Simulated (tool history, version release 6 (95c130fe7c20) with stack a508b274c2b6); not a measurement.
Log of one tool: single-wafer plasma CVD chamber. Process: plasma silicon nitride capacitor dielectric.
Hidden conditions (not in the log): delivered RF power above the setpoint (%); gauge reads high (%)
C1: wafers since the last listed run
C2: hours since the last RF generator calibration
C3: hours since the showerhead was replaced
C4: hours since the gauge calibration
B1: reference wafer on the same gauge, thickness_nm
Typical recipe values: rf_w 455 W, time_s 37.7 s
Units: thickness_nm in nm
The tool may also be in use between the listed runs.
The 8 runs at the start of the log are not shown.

Run 9, hour 178.5: usual settings; C1 468; C2 1793.8; C3 3012.6; C4 561.9; B1 51.495. Result: thickness_nm 52.929 nm.
Run 10, hour 195.8: usual settings; C1 320; C2 1811.1; C3 3029.9; C4 579.2; B1 51.494. Result: thickness_nm 52.709 nm.
Run 11, hour 230.7: usual settings; C1 646; C2 1846.0; C3 3064.8; C4 614.1; B1 51.516. Result: thickness_nm 52.952 nm.
Run 12, hour 263.6: usual settings but time_s 39.8 s; C1 609; C2 1878.9; C3 3097.7; C4 647.0; B1 51.500. Result: thickness_nm 55.724 nm.
Run 13, hour 287.7: usual settings but time_s 39.8 s; C1 446; C2 1903.0; C3 3121.8; C4 671.1; B1 51.512. Result: thickness_nm 55.669 nm.
At hour 289.8: gauge calibrated.
Run 14, hour 310.8: usual settings but time_s 33.4 s; C1 427; C2 1926.1; C3 3144.9; C4 21.0; B1 51.513. Result: thickness_nm 46.697 nm.
Run 15, hour 323.5: usual settings but time_s 33.4 s; C1 235; C2 1938.8; C3 3157.6; C4 33.7; B1 51.493. Result: thickness_nm 46.604 nm.
Run 16, hour 363.3: usual settings; C1 737; C2 1978.6; C3 3197.4; C4 73.5; B1 51.499. Result: thickness_nm 52.735 nm.
Run 17, hour 394.2: usual settings but rf_w 530 W, time_s 32.4 s; C1 572; C2 2009.5; C3 3228.3; C4 104.4; B1 51.517. Result: thickness_nm 47.542 nm.
Run 18, hour 406.9: usual settings but rf_w 370 W; C1 235; C2 2022.2; C3 3241.0; C4 117.1; B1 51.501. Result: thickness_nm 49.215 nm.
Run 19, hour 430.4: usual settings; C1 435; C2 2045.7; C3 3264.5; C4 140.6; B1 51.497. Result: thickness_nm 52.571 nm.
Run 20, hour 458.7: usual settings; C1 524; C2 2074.0; C3 3292.8; C4 168.9; B1 51.512. Result: thickness_nm 52.635 nm.
At hour 482.4: showerhead replaced.
Run 21, hour 488.8: usual settings but rf_w 505 W; C1 409; C2 2104.1; C3 6.4; C4 199.0; B1 51.491. Result: thickness_nm 54.397 nm.
Run 22, hour 521.7: usual settings; C1 609; C2 2137.0; C3 39.3; C4 231.9; B1 51.520. Result: thickness_nm 52.438 nm.
At hour 552.9: RF generator calibrated.
Run 23, hour 553.4: usual settings but rf_w 500 W, time_s 42.7 s; C1 438; C2 0.5; C3 71.0; C4 263.6; B1 51.526. Result: thickness_nm 62.947 nm.
Run 24, hour 561.5: usual settings but rf_w 540 W, time_s 35.1 s; C1 150; C2 8.6; C3 79.1; C4 271.7; B1 51.507. Result: thickness_nm 53.116 nm.
Run 25, hour 594.1: usual settings; C1 603; C2 41.2; C3 111.7; C4 304.3; B1 51.486. Result: thickness_nm 53.773 nm.
Run 26, hour 608.4: usual settings but rf_w 530 W; C1 264; C2 55.5; C3 126.0; C4 318.6; B1 51.530. Result: thickness_nm 56.480 nm.
Run 27, hour 638.6: usual settings; C1 559; C2 85.7; C3 156.2; C4 348.8; B1 51.479. Result: thickness_nm 53.892 nm.
Run 28, hour 668.6: usual settings but rf_w 485 W, time_s 45.1 s; C1 555; C2 115.7; C3 186.2; C4 378.8; B1 51.521. Result: thickness_nm 65.828 nm.
Run 29, hour 683.6: usual settings but rf_w 365 W, time_s 43.0 s; C1 277; C2 130.7; C3 201.2; C4 393.8; B1 51.501. Result: thickness_nm 57.195 nm.
Run 30, hour 697.5: usual settings but time_s 32.8 s; C1 257; C2 144.6; C3 215.1; C4 407.7; B1 51.485. Result: thickness_nm 46.802 nm.
Run 31, hour 730.9: usual settings but rf_w 395 W, time_s 35.6 s; C1 618; C2 178.0; C3 248.5; C4 441.1; B1 51.491. Result: thickness_nm 48.493 nm.
Run 32, hour 745.6: usual settings; C1 272; C2 192.7; C3 263.2; C4 455.8; B1 51.496. Result: thickness_nm 53.707 nm.

What if the next run were any one of these 3? Each begins from the tool's condition after run 32:
Run A, hour 746.0: usual settings but rf_w 525 W; C1 7; C2 193.1; C3 263.6; C4 456.2; B1 ?. Result: thickness_nm ?.
Run B, hour 746.0: usual settings but rf_w 375 W, time_s 44.9 s; C1 7; C2 193.1; C3 263.6; C4 456.2; B1 ?. Result: thickness_nm ?.
Run C, hour 746.0: usual settings but rf_w 525 W, time_s 42.9 s; C1 7; C2 193.1; C3 263.6; C4 456.2; B1 ?. Result: thickness_nm ?.

run      B1  thickness_nm
  A  51.486        56.509
  B  51.486        60.105
  C  51.486        64.303
Had the tool no hidden state, the same runs would have come out as:
run  thickness_nm
  A        56.712
  B        60.321
  C        64.535
